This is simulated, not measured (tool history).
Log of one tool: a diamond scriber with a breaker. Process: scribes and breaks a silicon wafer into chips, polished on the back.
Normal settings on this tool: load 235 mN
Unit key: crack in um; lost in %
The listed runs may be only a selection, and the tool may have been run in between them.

run	hour	load	wafers since the last listed run	hours since the diamond tip was replaced	hours since the load on the tip was calibrated	incoming depth of the damage left on the back of the incoming wafer, um	crack	lost
1	0	282	0	489.5	792.5	0.03	9.57	5.54
# hour 12.9: diamond tip replaced by a new one
2	21.3	282	28	8.4	813.8	0.03	9.86	5.96
3	34.9	235	20	22	827.4	0.01	8.54	1.04
4	53.1	235	27	40.2	845.6	0.01	8.33	1.1
5	67.6	235	21	54.7	860.1	0.03	8.36	1.04
6	97.5	235	44	84.6	890	0.02	8.32	1.01
7	122.5	235	37	109.6	915	0.01	8.51	1.1
8	149.5	235	40	136.6	942	0.04	8.47	0.95
9	250.3	220	150	237.4	1042.8	0.01	8.01	1.5
# hour 260: load on the tip recalibrated
10	266.8	281	21	253.9	6.8	0.05	9.75	5.77
11	299	281	47	286.1	39	0.04	9.64	6.04
12	331.9	235	49	319	71.9	0.03	8.28	1.18
13	358.6	235	39	345.7	98.6	0.04	8.33	1.07
14	373.5	168	22	360.6	113.5	0.02	6.5	15.1
15	407.7	286	50	394.8	147.7	0.03	9.69	6.36
# hour 417.8: diamond tip replaced by a new one
16	434.4	235	36	16.6	174.4	0.04	8.36	0.91
17	535.1	235	150	117.3	275.1	0.02	8.41	1.08
18	547.2	235	18	129.4	287.2	0.04	8.58	1.05
19	571	194	35	153.2	311	0.02	7.34	7.1
20	603.7	277	48	185.9	343.7	0.03	9.49	4.22
21	619.8	210	23	202	359.8	0.03	7.76	2.72
22	642.1	235	33	224.3	382.1	0.03	8.39	0.96
23	655.6	196	20	237.8	395.6	0.05	7.34	5.95
24	679.1	294	35	261.3	419.1	0.02	9.95	7.55
25	713.5	235	51	295.7	453.5	0.03	8.33	0.92
26	730.7	165	25	312.9	470.7	0.03	6.42	16.49
27	747.9	188	25	330.1	487.9	0.01	7	8.48

Forecast each of these 4 alternatives for the next run:
A	748.6	272	1	330.8	488.6	0.02	?	?
B	748.6	267	1	330.8	488.6	0.02	?	?
C	748.6	179	1	330.8	488.6	0.02	?	?
D	748.6	214	1	330.8	488.6	0.02	?	?

run	crack	lost
A	9.43	4.59
B	9.3	3.78
C	6.87	13.31
D	7.88	2.59
With the hidden condition removed and each run's random variation left untouched, the same runs would have given:
run	crack	lost
A	9.43	4.59
B	9.3	3.78
C	6.87	13.31
D	7.88	2.59
